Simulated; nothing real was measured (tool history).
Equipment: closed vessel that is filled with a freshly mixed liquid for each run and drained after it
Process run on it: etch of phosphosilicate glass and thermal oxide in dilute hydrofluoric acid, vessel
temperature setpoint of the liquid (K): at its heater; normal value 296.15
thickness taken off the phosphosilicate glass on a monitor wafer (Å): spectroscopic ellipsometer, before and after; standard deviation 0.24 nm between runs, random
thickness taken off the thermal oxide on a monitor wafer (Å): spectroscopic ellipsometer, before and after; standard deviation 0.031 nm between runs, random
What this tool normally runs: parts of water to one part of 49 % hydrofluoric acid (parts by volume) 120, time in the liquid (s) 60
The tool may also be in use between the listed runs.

| run | hour | temperature setpoint of the liquid (K) | parts of water to one part of 49 % hydrofluoric acid (parts by volume) | time in the liquid (s) | wafers since the last listed run | hours since the thermometer was replaced | hours since the hydrofluoric acid flow meter was replaced | hours since the gauge calibration | read-back film thickness of the phosphosilicate glass reference wafer, read on the same gauge (nm) | read-back film thickness of the thermal oxide reference wafer, read on the same gauge (nm) | thickness taken off the phosphosilicate glass on a monitor wafer (Å) | thickness taken off the thermal oxide on a monitor wafer (Å) |
|---|---|---|---|---|---|---|---|---|---|---|---|---|
| 1 | 0 | 296.15 | 120 | 85 | 0 | 1995.2 | 1668.8 | 363 | 119.99 | 149.951 | 609.7 | 23.18 |
| 2 | 20.1 | 296.15 | 100 | 60 | 2946 | 2015.3 | 1688.9 | 383.1 | 119.99 | 149.982 | 530.7 | 21.08 |
|  | 46 | thermometer replaced |
| 3 | 109.8 | 296.15 | 100 | 60 | 13001 | 63.8 | 1778.6 | 472.8 | 120.03 | 149.978 | 578.9 | 22.08 |
| 4 | 126.8 | 296.15 | 120 | 60 | 2491 | 80.8 | 1795.6 | 489.8 | 119.98 | 150.029 | 474.8 | 18.31 |
| 5 | 162.7 | 296.15 | 120 | 35 | 5262 | 116.7 | 1831.5 | 525.7 | 120 | 149.963 | 276.1 | 10.64 |
| 6 | 181 | 296.15 | 120 | 60 | 2682 | 135 | 1849.8 | 544 | 119.97 | 150.062 | 475.5 | 18.44 |
| 7 | 194.7 | 296.15 | 160 | 75 | 2008 | 148.7 | 1863.5 | 557.7 | 120 | 150.01 | 427.5 | 16.56 |
| 8 | 214.8 | 296.15 | 120 | 60 | 2946 | 168.8 | 1883.6 | 577.8 | 119.97 | 149.969 | 472.9 | 17.96 |
| 9 | 239.1 | 291.65 | 150 | 70 | 3561 | 193.1 | 1907.9 | 602.1 | 119.99 | 150.008 | 354.6 | 13.87 |
| 10 | 269.4 | 298.15 | 175 | 60 | 4441 | 223.4 | 1938.2 | 632.4 | 120 | 149.997 | 327.6 | 12.46 |
| 11 | 302.4 | 291.65 | 75 | 30 | 4837 | 256.4 | 1971.2 | 665.4 | 119.99 | 150.003 | 329.3 | 12.66 |
| 12 | 336.7 | 292.15 | 145 | 80 | 5027 | 290.7 | 2005.5 | 699.7 | 120.02 | 150.002 | 430.1 | 16.46 |
| 13 | 356.7 | 296.15 | 120 | 60 | 2931 | 310.7 | 2025.5 | 719.7 | 119.99 | 149.963 | 467 | 18.41 |
| 14 | 396.1 | 299.65 | 95 | 85 | 5775 | 350.1 | 2064.9 | 759.1 | 120 | 149.981 | 1004 | 38.99 |
|  | 419.4 | hydrofluoric acid flow meter replaced |
| 15 | 445.7 | 298.65 | 150 | 35 | 7123 | 399.7 | 26.3 | 808.7 | 119.98 | 150.006 | 231.9 | 8.92 |
|  | 447.9 | gauge calibrated |
| 16 | 471.8 | 296.15 | 120 | 70 | 3825 | 425.8 | 52.4 | 23.9 | 120.01 | 150.03 | 544.6 | 21.18 |
| 17 | 489.8 | 299.65 | 95 | 85 | 2638 | 443.8 | 70.4 | 41.9 | 119.99 | 150.019 | 993 | 37.4 |
| 18 | 515.7 | 296.15 | 120 | 30 | 3796 | 469.7 | 96.3 | 67.8 | 120.01 | 149.968 | 231.8 | 9.05 |
| 19 | 541 | 293.15 | 170 | 60 | 3708 | 495 | 121.6 | 93.1 | 119.99 | 150.022 | 275.9 | 10.62 |
| 20 | 566.4 | 293.15 | 70 | 60 | 3723 | 520.4 | 147 | 118.5 | 120.01 | 149.97 | 743.5 | 28.46 |
| 21 | 589.1 | 296.15 | 120 | 60 | 3327 | 543.1 | 169.7 | 141.2 | 120.02 | 149.998 | 467.3 | 18.13 |
| 22 | 621.5 | 296.15 | 75 | 80 | 4749 | 575.5 | 202.1 | 173.6 | 120 | 150.038 | 1048.9 | 40.94 |
| 23 | 725.9 | 299.15 | 95 | 90 | 15302 | 679.9 | 306.5 | 278 | 119.99 | 150.017 | 1019.2 | 39.25 |
| 24 | 757 | 291.65 | 175 | 40 | 4558 | 711 | 337.6 | 309.1 | 120 | 149.984 | 164.3 | 6.34 |
| 25 | 778 | 299.65 | 120 | 35 | 3078 | 732 | 358.6 | 330.1 | 119.99 | 149.998 | 307 | 11.72 |

Consider 4 possible next runs. They are alternatives, not a sequence: every one starts from the tool as it was left by run 25. What does each give?
| A | 778.7 | 296.15 | 120 | 90 | 102 | 732.7 | 359.3 | 330.8 | ? | ? | ? | ? |
| B | 778.7 | 296.15 | 150 | 60 | 102 | 732.7 | 359.3 | 330.8 | ? | ? | ? | ? |
| C | 778.7 | 300.15 | 165 | 70 | 102 | 732.7 | 359.3 | 330.8 | ? | ? | ? | ? |
| D | 778.7 | 296.15 | 80 | 80 | 102 | 732.7 | 359.3 | 330.8 | ? | ? | ? | ? |

| run | read-back film thickness of the phosphosilicate glass reference wafer, read on the same gauge (nm) | read-back film thickness of the thermal oxide reference wafer, read on the same gauge (nm) | thickness taken off the phosphosilicate glass on a monitor wafer (Å) | thickness taken off the thermal oxide on a monitor wafer (Å) |
|---|---|---|---|---|
| A | 120.03 | 149.986 | 686.2 | 26.53 |
| B | 120.03 | 149.986 | 354 | 13.69 |
| C | 120.03 | 149.986 | 429.9 | 16.62 |
| D | 120.03 | 149.986 | 958.7 | 37.07 |
Without the tool's hidden state the same runs would have given:
| run | thickness taken off the phosphosilicate glass on a monitor wafer (Å) | thickness taken off the thermal oxide on a monitor wafer (Å) |
|---|---|---|
| A | 718.8 | 27.79 |
| B | 370.5 | 14.32 |
| C | 448.9 | 17.36 |
| D | 1005.5 | 38.88 |

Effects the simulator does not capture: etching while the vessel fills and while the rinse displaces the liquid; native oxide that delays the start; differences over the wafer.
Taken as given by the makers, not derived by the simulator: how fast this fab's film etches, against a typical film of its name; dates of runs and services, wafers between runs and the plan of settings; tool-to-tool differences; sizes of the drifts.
